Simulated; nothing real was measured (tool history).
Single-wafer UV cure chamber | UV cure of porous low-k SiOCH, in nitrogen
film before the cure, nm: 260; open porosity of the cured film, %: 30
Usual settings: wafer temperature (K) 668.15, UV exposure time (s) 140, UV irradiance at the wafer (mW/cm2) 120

| run | day | wafer temperature (K) | UV exposure time (s) | UV irradiance at the wafer (mW/cm2) | wafers since the last listed run | hours since the UV bulbs were replaced | wafers since the quartz window was cleaned | loss of film thickness in the cure (%) |
|---|---|---|---|---|---|---|---|---|
| 1 | 0.000 | 656.15 | 140 | 120 | 0 | 2239.9 | 103 | 11.450 |
| 2 | 1.504 | 668.15 | 140 | 120 | 418 | 2276.0 | 521 | 11.681 |
| 3 | 2.017 | 668.15 | 140 | 120 | 142 | 2288.3 | 663 | 11.518 |
| 4 | 3.771 | 675.15 | 140 | 120 | 487 | 2330.4 | 1151 | 11.615 |
| 5 | 4.471 | 668.15 | 140 | 120 | 194 | 2347.2 | 1345 | 11.548 |
| 6 | 4.771 | 668.15 | 140 | 120 | 83 | 2354.4 | 1429 | 11.615 |
| 7 | 5.196 | 668.15 | 140 | 120 | 118 | 2364.6 | 1547 | 11.589 |
| 8 | 5.592 | 668.15 | 120 | 120 | 110 | 2374.1 | 1657 | 10.759 |
|  | 6.429 | UV bulbs replaced |
| 9 | 6.450 | 668.15 | 120 | 120 | 145 | 0.5 | 1803 | 10.718 |
| 10 | 6.712 | 668.15 | 120 | 120 | 72 | 6.8 | 1876 | 10.534 |
| 11 | 7.221 | 668.15 | 140 | 120 | 141 | 19.0 | 2017 | 11.291 |
| 12 | 7.933 | 656.15 | 140 | 98 | 198 | 36.1 | 2215 | 10.189 |
| 13 | 8.271 | 668.15 | 60 | 120 | 93 | 44.2 | 2309 | 7.457 |
| 14 | 8.821 | 651.15 | 140 | 100 | 152 | 57.4 | 2462 | 9.935 |
| 15 | 9.533 | 685.15 | 105 | 89 | 198 | 74.5 | 2660 | 8.947 |
| 16 | 10.971 | 668.15 | 140 | 120 | 399 | 109.0 | 3059 | 11.062 |
|  | 11.429 | quartz window cleaned |
| 17 | 11.450 | 688.15 | 180 | 120 | 40 | 120.5 | 5 | 12.956 |
| 18 | 11.662 | 668.15 | 120 | 120 | 59 | 125.6 | 64 | 11.040 |
| 19 | 12.346 | 675.15 | 140 | 154 | 189 | 142.0 | 254 | 12.898 |
| 20 | 13.062 | 676.15 | 200 | 120 | 199 | 159.2 | 453 | 13.608 |
| 21 | 13.671 | 651.15 | 90 | 120 | 169 | 173.8 | 622 | 9.265 |
| 22 | 14.267 | 659.15 | 190 | 120 | 165 | 188.1 | 788 | 12.834 |
| 23 | 14.808 | 668.15 | 140 | 120 | 150 | 201.1 | 939 | 11.615 |

3 ways to go on from here, each from the tool as it stands after run 23. What would each give?
| A | 14.825 | 668.15 | 140 | 120 | 4 | 201.5 | 943 | ? |
| B | 14.825 | 686.15 | 140 | 159 | 4 | 201.5 | 943 | ? |
| C | 14.825 | 649.15 | 220 | 156 | 4 | 201.5 | 943 | ? |

| run | loss of film thickness in the cure (%) |
|---|---|
| A | 11.730 |
| B | 13.408 |
| C | 14.831 |
Without the tool's hidden state the same runs would have given:
| run | loss of film thickness in the cure (%) |
|---|---|
| A | 11.917 |
| B | 13.601 |
| C | 15.030 |
